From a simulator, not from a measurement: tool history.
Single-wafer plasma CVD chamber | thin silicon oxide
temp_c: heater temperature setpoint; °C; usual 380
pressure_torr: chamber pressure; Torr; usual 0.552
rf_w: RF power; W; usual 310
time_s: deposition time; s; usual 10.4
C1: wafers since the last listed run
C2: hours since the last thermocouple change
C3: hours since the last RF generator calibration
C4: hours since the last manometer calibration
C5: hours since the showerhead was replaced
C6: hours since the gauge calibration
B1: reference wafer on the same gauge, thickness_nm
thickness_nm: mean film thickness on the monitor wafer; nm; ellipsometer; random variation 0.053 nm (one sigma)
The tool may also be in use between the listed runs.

Run 1, day 0: usual settings; C1 0; C2 106.8; C3 146.1; C4 42.4; C5 2851.5; C6 1492.6; B1 14.094. Result: thickness_nm 12.865 nm.
Run 2, day 2.338: usual settings but time_s 9.1 s; C1 1326; C2 162.9; C3 202.2; C4 98.5; C5 2907.6; C6 1548.7; B1 14.1. Result: thickness_nm 11.031 nm.
Run 3, day 3.404: usual settings but time_s 9.1 s; C1 605; C2 188.5; C3 227.8; C4 124.1; C5 2933.2; C6 1574.3; B1 14.088. Result: thickness_nm 11.139 nm.
Run 4, day 5.817: usual settings but time_s 9.1 s; C1 1368; C2 246.4; C3 285.7; C4 182; C5 2991.1; C6 1632.2; B1 14.075. Result: thickness_nm 11.039 nm.
Run 5, day 8.633: usual settings but time_s 9.6 s; C1 1597; C2 314; C3 353.3; C4 249.6; C5 3058.7; C6 1699.8; B1 14.064. Result: thickness_nm 11.511 nm.
Run 6, day 9.879: usual settings but pressure_torr 0.608 Torr, rf_w 330 W; C1 706; C2 343.9; C3 383.2; C4 279.5; C5 3088.6; C6 1729.7; B1 14.086. Result: thickness_nm 14.058 nm.
Run 7, day 11.783: usual settings but pressure_torr 0.598 Torr; C1 1080; C2 389.6; C3 428.9; C4 325.2; C5 3134.3; C6 1775.4; B1 14.107. Result: thickness_nm 13.447 nm.
Run 8, day 13.033: usual settings but temp_c 376 °C, pressure_torr 0.509 Torr, rf_w 260 W; C1 709; C2 419.6; C3 458.9; C4 355.2; C5 3164.3; C6 1805.4; B1 14.111. Result: thickness_nm 10.686 nm.
Run 9, day 14.371: usual settings but time_s 8.7 s; C1 758; C2 451.7; C3 491; C4 387.3; C5 3196.4; C6 1837.5; B1 14.089. Result: thickness_nm 10.304 nm.
Run 10, day 16.554: usual settings; C1 1238; C2 504.1; C3 543.4; C4 439.7; C5 3248.8; C6 1889.9; B1 14.104. Result: thickness_nm 12.404 nm.
Run 11, day 18.504: usual settings but temp_c 376 °C, pressure_torr 0.492 Torr; C1 1106; C2 550.9; C3 590.2; C4 486.5; C5 3295.6; C6 1936.7; B1 14.116. Result: thickness_nm 11 nm.
Run 12, day 20.546: usual settings; C1 1158; C2 599.9; C3 639.2; C4 535.5; C5 3344.6; C6 1985.7; B1 14.093. Result: thickness_nm 12.278 nm.
Run 13, day 22.038: usual settings but temp_c 366 °C, rf_w 270 W, time_s 8.7 s; C1 846; C2 635.7; C3 675; C4 571.3; C5 3380.4; C6 2021.5; B1 14.113. Result: thickness_nm 9.766 nm.
Run 14, day 23.204: usual settings but temp_c 371 °C, pressure_torr 0.482 Torr, rf_w 260 W; C1 661; C2 663.7; C3 703; C4 599.3; C5 3408.4; C6 2049.5; B1 14.092. Result: thickness_nm 9.986 nm.
Run 15, day 24.6: usual settings but temp_c 391 °C, pressure_torr 0.481 Torr; C1 791; C2 697.2; C3 736.5; C4 632.8; C5 3441.9; C6 2083; B1 14.089. Result: thickness_nm 10.58 nm.
At day 25.233: showerhead replaced.
Run 16, day 26.558: usual settings but temp_c 386 °C, time_s 9.4 s; C1 921; C2 744.2; C3 783.5; C4 679.8; C5 31.8; C6 2130; B1 14.101. Result: thickness_nm 10.992 nm.
Run 17, day 28.283: usual settings but rf_w 340 W; C1 978; C2 785.6; C3 824.9; C4 721.2; C5 73.2; C6 2171.4; B1 14.09. Result: thickness_nm 12.66 nm.
Run 18, day 30.825: usual settings but temp_c 371 °C; C1 1441; C2 846.6; C3 885.9; C4 782.2; C5 134.2; C6 2232.4; B1 14.091. Result: thickness_nm 12.307 nm.
Run 19, day 33.254: usual settings but time_s 11.5 s; C1 1378; C2 904.9; C3 944.2; C4 840.5; C5 192.5; C6 2290.7; B1 14.111. Result: thickness_nm 13.505 nm.
At day 33.933: gauge calibrated.
Run 20, day 34.442: usual settings but temp_c 371 °C, pressure_torr 0.482 Torr, rf_w 260 W; C1 673; C2 933.4; C3 972.7; C4 869; C5 221; C6 12.2; B1 14.118. Result: thickness_nm 9.878 nm.
Run 21, day 38.917: usual settings but pressure_torr 0.675 Torr, time_s 8.8 s; C1 2538; C2 1040.8; C3 1080.1; C4 976.4; C5 328.4; C6 119.6; B1 14.097. Result: thickness_nm 12.416 nm.
At day 39.971: RF generator calibrated.
Run 22, day 41.825: usual settings but time_s 11.2 s; C1 1460; C2 1110.6; C3 44.5; C4 1046.2; C5 398.2; C6 189.4; B1 14.098. Result: thickness_nm 13.415 nm.
Run 23, day 43.621: usual settings but temp_c 390 °C, pressure_torr 0.624 Torr; C1 1018; C2 1153.7; C3 87.6; C4 1089.3; C5 441.3; C6 232.5; B1 14.111. Result: thickness_nm 13.948 nm.
Run 24, day 46.258: usual settings but temp_c 394 °C, pressure_torr 0.454 Torr, rf_w 345 W, time_s 11 s; C1 1496; C2 1217; C3 150.9; C4 1152.6; C5 504.6; C6 295.8; B1 14.127. Result: thickness_nm 11.113 nm.
Run 25, day 48.521: usual settings; C1 1283; C2 1271.3; C3 205.2; C4 1206.9; C5 558.9; C6 350.1; B1 14.085. Result: thickness_nm 12.243 nm.
Run 26, day 50.308: usual settings but temp_c 373 °C, rf_w 270 W, time_s 11.2 s; C1 1014; C2 1314.2; C3 248.1; C4 1249.8; C5 601.8; C6 393; B1 14.12. Result: thickness_nm 12.379 nm.
Run 27, day 54.308: usual settings; C1 2269; C2 1410.2; C3 344.1; C4 1345.8; C5 697.8; C6 489; B1 14.114. Result: thickness_nm 12.217 nm.
Run 28, day 56.688: usual settings; C1 1349; C2 1467.3; C3 401.2; C4 1402.9; C5 754.9; C6 546.1; B1 14.088. Result: thickness_nm 12.1 nm.
Run 29, day 58.396: usual settings but pressure_torr 0.613 Torr; C1 969; C2 1508.3; C3 442.2; C4 1443.9; C5 795.9; C6 587.1; B1 14.097. Result: thickness_nm 13.393 nm.

Measured less the same run without the tool's hidden state. The same run-to-run variation is in both; the gauge's scatter may not be:
The hidden state here: wafer temperature above the value expected at the setpoint (K); delivered RF power above the setpoint (%); true pressure above the setpoint (%); gauge reads high (%).
run  thickness_nm
  1        -0.181
  2        -0.233
  3         -0.27
  4        -0.336
  5        -0.424
  6        -0.533
  7        -0.571
  8        -0.513
  9        -0.489
 10        -0.631
 11         -0.59
 12        -0.691
 13        -0.591
 14        -0.627
 15        -0.644
 16        -0.691
 17        -0.795
 18        -0.819
 19        -0.924
 20        -0.721
 21        -0.879
 22        -0.558
 23        -0.625
 24        -0.611
 25        -0.694
 26        -0.762
 27        -0.803
 28        -0.831
 29        -0.923

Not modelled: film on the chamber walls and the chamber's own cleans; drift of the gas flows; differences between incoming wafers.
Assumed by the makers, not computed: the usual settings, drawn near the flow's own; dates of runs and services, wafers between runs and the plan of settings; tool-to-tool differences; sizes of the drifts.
